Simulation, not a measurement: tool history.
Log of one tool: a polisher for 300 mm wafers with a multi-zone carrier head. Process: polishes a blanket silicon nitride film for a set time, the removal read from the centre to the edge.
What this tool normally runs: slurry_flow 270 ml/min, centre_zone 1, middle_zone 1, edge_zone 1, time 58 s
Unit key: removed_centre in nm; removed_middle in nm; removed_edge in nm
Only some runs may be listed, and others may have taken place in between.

run   hour  slurry_flow  centre_zone  middle_zone  edge_zone  time  wafers since the last listed run  wafers polished on this pad  hours since the slurry nozzle was cleaned  hours since the centre zone pressure was calibrated  hours since the edge zone pressure was calibrated  hours since the carrier head's membrane was replaced  incoming thickness of the incoming film, nm  removed_centre  removed_middle  removed_edge
  1      0          270            1            1          1    58                                 0                         1013                                      172.2                                                545.8                                              889.2                                                 725.6                                        459.8           102.5           104.1         104.5
  2   52.6          270         1.06            1          1    58                               367                         1380                                      224.8                                                598.4                                              941.8                                                 778.2                                          455           108.9           101.5         104.4
  3   94.4          270         1.06            1          1    58                               291                         1672                                      266.6                                                640.2                                              983.6                                                   820                                        455.1           108.3           102.7         103.6
     133.2  -- worn pad replaced by a new one
  4  138.1          270            1            1       1.06    58                               277                           33                                      310.3                                                683.9                                             1027.3                                                 863.7                                        466.8           103.4           103.9         107.5
  5  178.5          270            1            1       1.06    58                               282                          316                                      350.7                                                724.3                                             1067.7                                                 904.1                                        459.8           101.8           102.7         108.5
     188.7  -- centre zone pressure recalibrated
  6  203.5          270            1            1          1    58                               160                          476                                      375.7                                                 14.8                                             1092.7                                                 929.1                                        453.3           101.2           101.4         103.5
  7  239.2          270         1.06            1       0.96    58                               249                          726                                      411.4                                                 50.5                                             1128.4                                                 964.8                                        466.2           107.2           101.6         102.4
     251.6  -- edge zone pressure recalibrated
  8  272.3          205         0.93         0.93          1    74                               217                          943                                      444.5                                                 83.6                                               20.7                                                 997.9                                        451.3           114.5           116.6         129.1
  9  310.3          360         0.89            1       0.96    58                               265                         1208                                      482.5                                                121.6                                               58.7                                                1035.9                                        465.2            93.9           105.6         104.5
 10    348          270         1.08          1.1       0.89    71                               263                         1472                                      520.2                                                159.3                                               96.4                                                1073.6                                        455.6           133.1           132.9         119.5
 11  399.1          270            1            1          1    58                               356                         1829                                      571.3                                                210.4                                              147.5                                                1124.7                                          460           100.5            99.7         103.6
     418.8  -- worn pad replaced by a new one
 12  440.4          270            1            1          1    58                               260                          150                                      612.6                                                251.7                                              188.8                                                  1166                                        452.9           100.9           100.5         102.7
 13  485.5          270            1            1       0.89    58                               315                          465                                      657.7                                                296.8                                              233.9                                                1211.1                                          459            99.9             101          97.7
 14  518.6          190         1.04            1       0.89    41                               231                          696                                      690.8                                                329.9                                                267                                                1244.2                                        457.1            67.7            65.7          66.1
     544.5  -- slurry nozzle cleaned
     548.9  -- carrier head's membrane replaced by a new one
 15    555          335            1            1          1    40                               216                          913                                       10.5                                                366.3                                              303.4                                                   6.1                                        460.7            72.8            73.2          73.7
 16  589.1          270            1            1          1    58                               238                         1151                                       44.6                                                400.4                                              337.5                                                  40.2                                        456.8             102           103.1         105.2
 17  656.8          270         0.96         1.11          1    58                               472                         1624                                      112.3                                                468.1                                              405.2                                                 107.9                                          458            98.2           113.1         105.4
 18  698.4          245            1            1          1    43                               290                         1914                                      153.9                                                509.7                                              446.8                                                 149.5                                          457            74.1            75.4          77.6
     745.5  -- worn pad replaced by a new one
 19  763.1          270            1            1          1    58                               424                          122                                      218.6                                                574.4                                              511.5                                                 214.2                                        454.9           102.5           102.1         104.8
 20  814.7          270            1            1          1    58                               360                          483                                      270.2                                                  626                                              563.1                                                 265.8                                        464.8           102.4           100.6         104.6
 21  845.1          270         1.11            1          1    58                               212                          695                                      300.6                                                656.4                                              593.5                                                 296.2                                        462.2             115           102.4           103

What if the next run were any one of these 5? Each begins from the tool's condition after run 21:
  A  845.5          270            1            1       0.91    58                                 2                          698                                        301                                                656.8                                              593.9                                                 296.6                                        463.5               ?               ?             ?
  B  845.5          270            1         1.09       0.96    58                                 2                          698                                        301                                                656.8                                              593.9                                                 296.6                                        463.5               ?               ?             ?
  C  845.5          270            1         1.11       0.91    47                                 2                          698                                        301                                                656.8                                              593.9                                                 296.6                                        463.5               ?               ?             ?
  D  845.5          270          0.9            1          1    58                                 2                          698                                        301                                                656.8                                              593.9                                                 296.6                                        463.5               ?               ?             ?
  E  845.5          320            1            1          1    49                                 2                          698                                        301                                                656.8                                              593.9                                                 296.6                                        463.5               ?               ?             ?

run  removed_centre  removed_middle  removed_edge
  A           102.6           103.2          99.3
  B           102.7           111.1         101.7
  C            83.2            91.4          80.3
  D            92.3           103.3         103.8
  E            88.7              89          89.1
The same runs, with their run-to-run variation unchanged, on a tool lacking any hidden condition would have given:
run  removed_centre  removed_middle  removed_edge
  A           104.5           104.9         100.5
  B           104.5           112.9         102.9
  C            84.7            92.9          81.3
  D            93.9             105         105.1
  E            90.1            90.3            90

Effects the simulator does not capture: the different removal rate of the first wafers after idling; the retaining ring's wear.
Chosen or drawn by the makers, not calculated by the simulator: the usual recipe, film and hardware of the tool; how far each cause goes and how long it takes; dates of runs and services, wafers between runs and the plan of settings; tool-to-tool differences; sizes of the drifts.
